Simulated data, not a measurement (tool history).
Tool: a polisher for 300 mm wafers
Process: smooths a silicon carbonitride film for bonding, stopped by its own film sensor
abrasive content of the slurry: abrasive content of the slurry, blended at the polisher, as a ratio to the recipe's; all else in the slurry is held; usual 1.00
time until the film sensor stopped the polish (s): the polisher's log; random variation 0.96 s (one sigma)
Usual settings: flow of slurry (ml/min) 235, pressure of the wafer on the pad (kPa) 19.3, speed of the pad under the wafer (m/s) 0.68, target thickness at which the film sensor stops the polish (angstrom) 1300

run	hour	flow of slurry (ml/min)	pressure of the wafer on the pad (kPa)	speed of the pad under the wafer (m/s)	abrasive content of the slurry	target thickness at which the film sensor stops the polish (angstrom)	incoming thickness of the incoming film, nm	time until the film sensor stopped the polish (s)
1	0.0	235	19.3	0.68	1.00	1300	151.3	115.6
2	10.4	235	19.3	0.68	1.00	1300	149.7	107.4
3	26.0	235	19.3	0.68	1.00	1300	149.5	113.0
# hour 42.5: worn pad replaced by a new one
4	43.0	235	19.3	0.68	1.00	1300	152.0	130.0
5	53.3	235	19.3	0.68	0.70	1350	152.1	139.1
6	63.6	235	19.3	0.58	1.00	1350	149.8	96.1
# hour 72.5: slurry blender recalibrated, repeated, since the last time left the tool worse
7	73.0	235	19.3	0.84	1.00	1300	151.2	70.0
8	81.5	235	19.3	0.68	1.00	1300	150.6	79.9
9	94.9	280	19.3	0.86	1.20	1350	151.2	47.7
10	112.0	235	19.3	0.58	1.00	1270	148.1	90.4
11	128.1	235	19.3	0.58	1.15	1300	150.0	82.1
12	142.0	300	19.3	0.68	0.85	1300	148.5	82.3
13	159.8	300	19.3	0.52	0.85	1360	148.9	66.2
14	172.7	290	25.5	0.78	0.90	1300	148.7	55.9
15	186.1	235	19.3	0.86	1.00	1300	147.7	63.0
# hour 192.4: worn pad replaced by a new one
16	200.2	235	19.3	0.52	1.00	1260	149.9	115.0
17	210.7	235	19.3	0.50	1.00	1300	147.5	86.0
18	239.3	235	19.3	0.58	0.70	1240	150.7	158.9
19	257.8	310	22.8	0.88	0.75	1300	149.6	74.4
20	267.0	235	19.3	0.68	1.00	1300	149.1	80.6
21	284.4	235	19.3	0.68	1.00	1300	152.7	96.7
22	301.4	235	19.3	0.68	1.00	1300	149.0	81.5
# hour 316.0: worn pad replaced by a new one
23	317.4	235	15.2	0.86	1.00	1300	150.1	95.1
24	324.0	300	15.2	0.68	1.25	1340	151.3	79.6
25	332.7	235	24.8	0.58	1.00	1300	152.5	82.0
26	340.9	290	25.5	0.68	1.00	1330	147.7	46.4
27	353.4	235	19.3	0.68	1.00	1300	149.0	81.4
# hour 362.3: slurry blender recalibrated
28	362.8	235	24.1	0.76	1.10	1280	149.2	57.5
29	384.9	210	22.8	0.68	1.20	1320	148.7	50.8

Measured less the same run without the tool's hidden state. The same run-to-run variation is in both; the gauge's scatter may not be:
The hidden state here: removal rate lost through wear of the pad, %; slurry flow missing at the pad, %; deviation of the head's pressure from its setpoint, %; abrasive missing from the slurry, %.
run	time until the film sensor stopped the polish (s)
1	+35.9
2	+34.7
3	+38.2
4	+45.9
5	+57.7
6	+35.3
7	+0.8
8	+1.7
9	+1.5
10	+4.5
11	+4.7
12	+6.6
13	+6.1
14	+5.3
15	+6.0
16	+11.5
17	+8.9
18	+21.6
19	+10.1
20	+9.4
21	+11.6
22	+9.9
23	+11.7
24	+8.6
25	+10.2
26	+5.8
27	+10.3
28	+0.8
29	+1.7
